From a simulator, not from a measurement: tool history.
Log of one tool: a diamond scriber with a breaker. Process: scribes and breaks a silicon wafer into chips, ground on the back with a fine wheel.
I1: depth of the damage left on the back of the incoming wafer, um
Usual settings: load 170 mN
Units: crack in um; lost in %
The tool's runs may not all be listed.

Run 1, hour 0: usual settings; I1 2.25. Result: crack 11.31 um, lost 1.92 %.
Run 2, hour 15.7: usual settings; I1 1.69. Result: crack 11.39 um, lost 1.69 %.
Run 3, hour 22: usual settings; I1 1.89. Result: crack 11.21 um, lost 1.59 %.
Run 4, hour 32.2: usual settings; I1 2.67. Result: crack 11.34 um, lost 2.2 %.
Run 5, hour 56: usual settings; I1 1.63. Result: crack 11.32 um, lost 1.54 %.
Run 6, hour 64.2: usual settings; I1 1.51. Result: crack 11.6 um, lost 1.72 %.
Run 7, hour 79.3: usual settings but load 190 mN; I1 1.96. Result: crack 11.86 um, lost 2.07 %.
At hour 115.7: diamond tip replaced by a new one.
At hour 133.2: load on the tip recalibrated.
Run 8, hour 133.7: usual settings but load 186 mN; I1 2.92. Result: crack 11.91 um, lost 2.97 %.
Run 9, hour 141.6: usual settings but load 186 mN; I1 2.39. Result: crack 11.93 um, lost 2.09 %.
Run 10, hour 147.9: usual settings; I1 1.97. Result: crack 11.34 um, lost 1.8 %.
Run 11, hour 162.3: usual settings; I1 2.15. Result: crack 11.54 um, lost 2.06 %.
Run 12, hour 179: usual settings but load 213 mN; I1 2.82. Result: crack 12.68 um, lost 3.51 %.
Run 13, hour 185: usual settings; I1 2.19. Result: crack 11.28 um, lost 1.78 %.
Run 14, hour 201.5: usual settings; I1 2.88. Result: crack 11.17 um, lost 2.64 %.
Run 15, hour 211.5: usual settings but load 135 mN; I1 1.64. Result: crack 10.4 um, lost 2.96 %.
Run 16, hour 217.8: usual settings; I1 2.33. Result: crack 11.34 um, lost 2.01 %.
Run 17, hour 234.3: usual settings but load 206 mN; I1 2.86. Result: crack 12.53 um, lost 3.53 %.
Run 18, hour 251.8: usual settings but load 218 mN; I1 2.93. Result: crack 12.7 um, lost 4.29 %.
Run 19, hour 264.4: usual settings but load 124 mN; I1 1.78. Result: crack 10.04 um, lost 4.48 %.
Run 20, hour 282.3: usual settings but load 154 mN; I1 2.38. Result: crack 10.83 um, lost 2.21 %.
Run 21, hour 297: usual settings but load 141 mN; I1 1.58. Result: crack 10.63 um, lost 2.38 %.
Run 22, hour 313.5: usual settings but load 125 mN; I1 2.39. Result: crack 10.23 um, lost 4.82 %.

Forecast each of these 5 alternatives for the next run:
Run A, hour 314.2: usual settings; I1 2.48. Result: crack ?, lost ?.
Run B, hour 314.2: usual settings but load 132 mN; I1 2.48. Result: crack ?, lost ?.
Run C, hour 314.2: usual settings but load 156 mN; I1 2.48. Result: crack ?, lost ?.
Run D, hour 314.2: usual settings but load 192 mN; I1 2.48. Result: crack ?, lost ?.
Run E, hour 314.2: usual settings but load 133 mN; I1 2.48. Result: crack ?, lost ?.

run  crack  lost
  A  11.54  1.99
  B  10.39  3.99
  C  11.13  2.29
  D  12.18  2.37
  E  10.42  3.89
Without the tool's hidden state the same runs would have given:
run  crack  lost
  A  11.54  1.99
  B  10.39  3.99
  C  11.13  2.29
  D  12.18  2.37
  E  10.42  3.89
